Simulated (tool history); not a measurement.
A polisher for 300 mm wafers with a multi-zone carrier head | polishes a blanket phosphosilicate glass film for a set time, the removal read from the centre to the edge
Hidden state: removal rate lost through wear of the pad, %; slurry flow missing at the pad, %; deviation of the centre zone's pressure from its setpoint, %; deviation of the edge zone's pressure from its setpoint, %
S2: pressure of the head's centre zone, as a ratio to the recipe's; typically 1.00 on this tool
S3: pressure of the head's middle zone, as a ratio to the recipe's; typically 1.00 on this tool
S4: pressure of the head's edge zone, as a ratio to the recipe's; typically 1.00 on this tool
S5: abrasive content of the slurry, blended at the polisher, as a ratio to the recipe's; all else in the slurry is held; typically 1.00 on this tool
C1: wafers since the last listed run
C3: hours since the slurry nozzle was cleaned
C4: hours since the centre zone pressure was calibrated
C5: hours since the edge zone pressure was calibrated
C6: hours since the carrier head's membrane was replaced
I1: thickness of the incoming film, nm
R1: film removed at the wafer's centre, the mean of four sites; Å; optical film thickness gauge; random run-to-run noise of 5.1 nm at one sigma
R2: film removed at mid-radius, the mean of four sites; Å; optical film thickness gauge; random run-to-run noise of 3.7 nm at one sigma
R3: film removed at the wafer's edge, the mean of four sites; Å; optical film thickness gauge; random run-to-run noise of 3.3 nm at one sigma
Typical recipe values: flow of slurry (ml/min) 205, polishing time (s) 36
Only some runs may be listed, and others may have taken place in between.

run 1 hour=0.0 | flow_of_slurry_(ml/min)=190 S2=1.00 S3=1.07 S4=1.00 S5=1.00 polishing_time_(s)=36 | C1=0 wafers_polished_on_this_pad=330 C3=107.9 C4=226.2 C5=139.0 C6=166.6 | I1=2626.3 | R1=3626 R2=3948 R3=3684
run 2 hour=71.9 | flow_of_slurry_(ml/min)=205 S2=1.00 S3=1.00 S4=1.00 S5=1.00 polishing_time_(s)=36 | C1=1081 wafers_polished_on_this_pad=1412 C3=179.8 C4=298.1 C5=210.9 C6=238.5 | I1=2676.4 | R1=3489 R2=3675 R3=3656
-- hour=136.0 worn pad replaced by a new one
run 3 hour=137.5 | flow_of_slurry_(ml/min)=205 S2=1.00 S3=1.00 S4=1.00 S5=1.00 polishing_time_(s)=36 | C1=926 wafers_polished_on_this_pad=22 C3=245.4 C4=363.7 C5=276.5 C6=304.1 | I1=2648.4 | R1=3705 R2=3801 R3=3693
run 4 hour=194.5 | flow_of_slurry_(ml/min)=205 S2=1.00 S3=1.00 S4=1.00 S5=1.00 polishing_time_(s)=36 | C1=857 wafers_polished_on_this_pad=880 C3=302.4 C4=420.7 C5=333.5 C6=361.1 | I1=2617.8 | R1=3609 R2=3686 R3=3719
run 5 hour=220.1 | flow_of_slurry_(ml/min)=205 S2=1.00 S3=1.00 S4=1.00 S5=1.00 polishing_time_(s)=36 | C1=385 wafers_polished_on_this_pad=1265 C3=328.0 C4=446.3 C5=359.1 C6=386.7 | I1=2611.7 | R1=3585 R2=3684 R3=3654
-- hour=241.3 slurry nozzle cleaned
run 6 hour=288.3 | flow_of_slurry_(ml/min)=245 S2=1.00 S3=1.00 S4=1.00 S5=1.20 polishing_time_(s)=36 | C1=1011 wafers_polished_on_this_pad=2276 C3=47.0 C4=514.5 C5=427.3 C6=454.9 | I1=2632.0 | R1=3864 R2=3846 R3=3737
-- hour=299.7 worn pad replaced by a new one
run 7 hour=332.1 | flow_of_slurry_(ml/min)=245 S2=1.00 S3=1.00 S4=1.00 S5=1.20 polishing_time_(s)=36 | C1=598 wafers_polished_on_this_pad=487 C3=90.8 C4=558.3 C5=471.1 C6=498.7 | I1=2615.5 | R1=4011 R2=4075 R3=4016
run 8 hour=384.8 | flow_of_slurry_(ml/min)=205 S2=1.00 S3=1.00 S4=1.00 S5=1.00 polishing_time_(s)=36 | C1=792 wafers_polished_on_this_pad=1279 C3=143.5 C4=611.0 C5=523.8 C6=551.4 | I1=2634.8 | R1=3575 R2=3674 R3=3653
run 9 hour=415.3 | flow_of_slurry_(ml/min)=205 S2=1.00 S3=1.00 S4=1.00 S5=1.00 polishing_time_(s)=36 | C1=458 wafers_polished_on_this_pad=1738 C3=174.0 C4=641.5 C5=554.3 C6=581.9 | I1=2688.8 | R1=3637 R2=3665 R3=3595
-- hour=423.5 carrier head's membrane replaced by a new one
-- hour=445.5 edge zone pressure recalibrated
-- hour=461.9 centre zone pressure recalibrated
-- hour=472.9 worn pad replaced by a new one
run 10 hour=500.8 | flow_of_slurry_(ml/min)=205 S2=1.00 S3=1.00 S4=0.92 S5=1.00 polishing_time_(s)=48 | C1=1090 wafers_polished_on_this_pad=420 C3=259.5 C4=38.9 C5=55.3 C6=77.3 | I1=2606.1 | R1=4825 R2=4968 R3=4676
-- hour=544.6 slurry nozzle cleaned
run 11 hour=626.1 | flow_of_slurry_(ml/min)=205 S2=1.00 S3=1.00 S4=1.00 S5=1.00 polishing_time_(s)=36 | C1=1870 wafers_polished_on_this_pad=2290 C3=81.5 C4=164.2 C5=180.6 C6=202.6 | I1=2609.2 | R1=3409 R2=3512 R3=3479
-- hour=656.5 worn pad replaced by a new one
run 12 hour=673.9 | flow_of_slurry_(ml/min)=205 S2=0.94 S3=1.00 S4=1.11 S5=1.10 polishing_time_(s)=49 | C1=658 wafers_polished_on_this_pad=261 C3=129.3 C4=212.0 C5=228.4 C6=250.4 | I1=2589.7 | R1=4958 R2=5346 R3=5503
run 13 hour=718.2 | flow_of_slurry_(ml/min)=205 S2=1.00 S3=1.00 S4=1.00 S5=1.10 polishing_time_(s)=44 | C1=666 wafers_polished_on_this_pad=928 C3=173.6 C4=256.3 C5=272.7 C6=294.7 | I1=2680.2 | R1=4645 R2=4637 R3=4635
run 14 hour=768.8 | flow_of_slurry_(ml/min)=205 S2=1.00 S3=1.00 S4=1.00 S5=1.00 polishing_time_(s)=29 | C1=761 wafers_polished_on_this_pad=1689 C3=224.2 C4=306.9 C5=323.3 C6=345.3 | I1=2644.3 | R1=2846 R2=2954 R3=2933
run 15 hour=793.0 | flow_of_slurry_(ml/min)=205 S2=1.12 S3=1.00 S4=1.00 S5=1.15 polishing_time_(s)=36 | C1=364 wafers_polished_on_this_pad=2053 C3=248.4 C4=331.1 C5=347.5 C6=369.5 | I1=2639.7 | R1=4180 R2=3856 R3=3751
run 16 hour=844.0 | flow_of_slurry_(ml/min)=205 S2=0.96 S3=1.04 S4=0.96 S5=1.20 polishing_time_(s)=36 | C1=767 wafers_polished_on_this_pad=2820 C3=299.4 C4=382.1 C5=398.5 C6=420.5 | I1=2663.6 | R1=3531 R2=3908 R3=3586
-- hour=857.8 worn pad replaced by a new one
-- hour=863.9 slurry nozzle cleaned
run 17 hour=909.0 | flow_of_slurry_(ml/min)=205 S2=1.00 S3=1.00 S4=1.00 S5=1.00 polishing_time_(s)=36 | C1=902 wafers_polished_on_this_pad=754 C3=45.1 C4=447.1 C5=463.5 C6=485.5 | I1=2649.5 | R1=3619 R2=3781 R3=3659

Below are 3 alternative next runs, each starting from the tool's condition after run 17. Predict each:
run A hour=909.4 | flow_of_slurry_(ml/min)=205 S2=1.00 S3=1.00 S4=1.00 S5=1.00 polishing_time_(s)=36 | C1=6 wafers_polished_on_this_pad=760 C3=45.5 C4=447.5 C5=463.9 C6=485.9 | I1=2615.7 | R1=? R2=? R3=?
run B hour=909.4 | flow_of_slurry_(ml/min)=175 S2=1.00 S3=1.00 S4=1.00 S5=0.70 polishing_time_(s)=36 | C1=6 wafers_polished_on_this_pad=760 C3=45.5 C4=447.5 C5=463.9 C6=485.9 | I1=2615.7 | R1=? R2=? R3=?
run C hour=909.4 | flow_of_slurry_(ml/min)=205 S2=1.00 S3=1.00 S4=0.97 S5=1.00 polishing_time_(s)=36 | C1=6 wafers_polished_on_this_pad=760 C3=45.5 C4=447.5 C5=463.9 C6=485.9 | I1=2615.7 | R1=? R2=? R3=?

run=A R1=3726 R2=3682 R3=3632
run=B R1=3133 R2=3104 R3=3077
run=C R1=3726 R2=3682 R3=3579
With no hidden state in the tool, these same runs would have given:
run=A R1=3761 R2=3717 R3=3666
run=B R1=3163 R2=3133 R3=3106
run=C R1=3761 R2=3717 R3=3613
